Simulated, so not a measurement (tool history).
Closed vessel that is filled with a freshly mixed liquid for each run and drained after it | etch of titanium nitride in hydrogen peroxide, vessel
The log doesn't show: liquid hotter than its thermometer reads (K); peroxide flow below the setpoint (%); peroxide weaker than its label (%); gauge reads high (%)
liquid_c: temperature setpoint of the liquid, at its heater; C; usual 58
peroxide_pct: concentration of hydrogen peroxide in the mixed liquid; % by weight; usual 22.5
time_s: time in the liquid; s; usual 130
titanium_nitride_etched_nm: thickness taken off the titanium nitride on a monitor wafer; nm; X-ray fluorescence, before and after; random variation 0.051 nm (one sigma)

run    hour  liquid_c  peroxide_pct  time_s  wafers since the last listed run  hours since the thermometer was replaced  hours since the peroxide flow meter was replaced  hours since the drum of peroxide was connected  hours since the gauge calibration  read-back film thickness of the titanium nitride reference wafer, read on the same gauge (nm)  titanium_nitride_etched_nm
  1       0        58          22.5     130                                 0                                    1442.4                                            1182.3                                            71.3                              186.2                                                                                             50                       14.75
  2    82.5        58          22.5     130                              7714                                    1524.9                                            1264.8                                           153.8                              268.7                                                                                          49.98                       14.74
  3   162.8        58          22.5     130                              7508                                    1605.2                                            1345.1                                           234.1                                349                                                                                             50                       14.68
  4   201.2        58          22.5     130                              3590                                    1643.6                                            1383.5                                           272.5                              387.4                                                                                          49.99                       14.82
  5   291.1        58          22.5     130                              8406                                    1733.5                                            1473.4                                           362.4                              477.3                                                                                          50.02                       14.61
  6   341.6        58          22.5     130                              4722                                      1784                                            1523.9                                           412.9                              527.8                                                                                          50.03                        14.7
  7   383.9        58          22.5     130                              3955                                    1826.3                                            1566.2                                           455.2                              570.1                                                                                          49.98                       14.58
      399.6  -- new drum of peroxide connected
  8   482.8        58          22.5     130                              9154                                    1925.2                                            1665.1                                            83.2                                669                                                                                          50.02                       14.65
  9   534.5        58          22.5     130                              4834                                    1976.9                                            1716.8                                           134.9                              720.7                                                                                          50.02                       14.62
 10   603.8        58          22.5     130                              6480                                    2046.2                                            1786.1                                           204.2                                790                                                                                          49.99                       14.62
      652.6  -- peroxide flow meter replaced
 11   664.3        58          22.5     130                              5563                                    2106.7                                              11.7                                           264.7                              850.5                                                                                          50.02                       14.61
      667.5  -- thermometer replaced
 12   710.3        58          22.5     130                              4207                                      42.8                                              57.7                                           310.7                              896.5                                                                                             50                       14.78
      801.6  -- new drum of peroxide connected
 13   815.7        58          22.5     130                              9762                                     148.2                                             163.1                                            14.1                             1001.9                                                                                             50                       14.68
 14   918.5        58            28     130                              9612                                       251                                             265.9                                           116.9                             1104.7                                                                                             50                        15.4
 15  1007.8        58          22.5     110                              8350                                     340.3                                             355.2                                           206.2                               1194                                                                                          49.99                       12.39
 16  1083.6        58          22.5     130                              7088                                     416.1                                               431                                             282                             1269.8                                                                                             50                       14.69
 17  1124.9        58          22.5     130                              3861                                     457.4                                             472.3                                           323.3                             1311.1                                                                                          50.01                       14.71
     1179.2  -- new drum of peroxide connected
 18  1195.1      65.5            16      85                              6470                                     527.6                                             542.5                                            15.9                             1381.3                                                                                             50                       14.78
 19  1252.8        49          22.5     130                              5395                                     585.3                                             600.2                                            73.6                               1439                                                                                          49.98                        7.77
     1264.3  -- gauge calibrated
 20  1295.4      64.5            28      80                              3983                                     627.9                                             642.8                                           116.2                               31.1                                                                                             50                       14.68
 21  1385.3        58          22.5     185                              8406                                     717.8                                             732.7                                           206.1                                121                                                                                          50.01                       21.02
 22  1462.6        58          19.5     130                              7228                                     795.1                                               810                                           283.4                              198.3                                                                                          49.98                        14.2
 23  1504.1        58          22.5     130                              3880                                     836.6                                             851.5                                           324.9                              239.8                                                                                          49.98                        14.6
     1545.5  -- new drum of peroxide connected
 24  1561.1        61          22.5     130                              5236                                     893.6                                             908.5                                            15.6                              296.8                                                                                          50.01                       18.06
 25    1610        61          20.5     160                              4572                                     942.5                                             957.4                                            64.5                              345.7                                                                                             50                       21.78
 26  1681.8        62          16.5      75                              6714                                    1014.3                                            1029.2                                           136.3                              417.5                                                                                          49.98                       10.45

The tool's hidden state at each run:
liquid hotter than its thermometer reads (K): 0 in every run
peroxide flow below the setpoint (%): 0 in every run
peroxide weaker than its label (%): 0 in every run
gauge reads high (%): 0 in every run
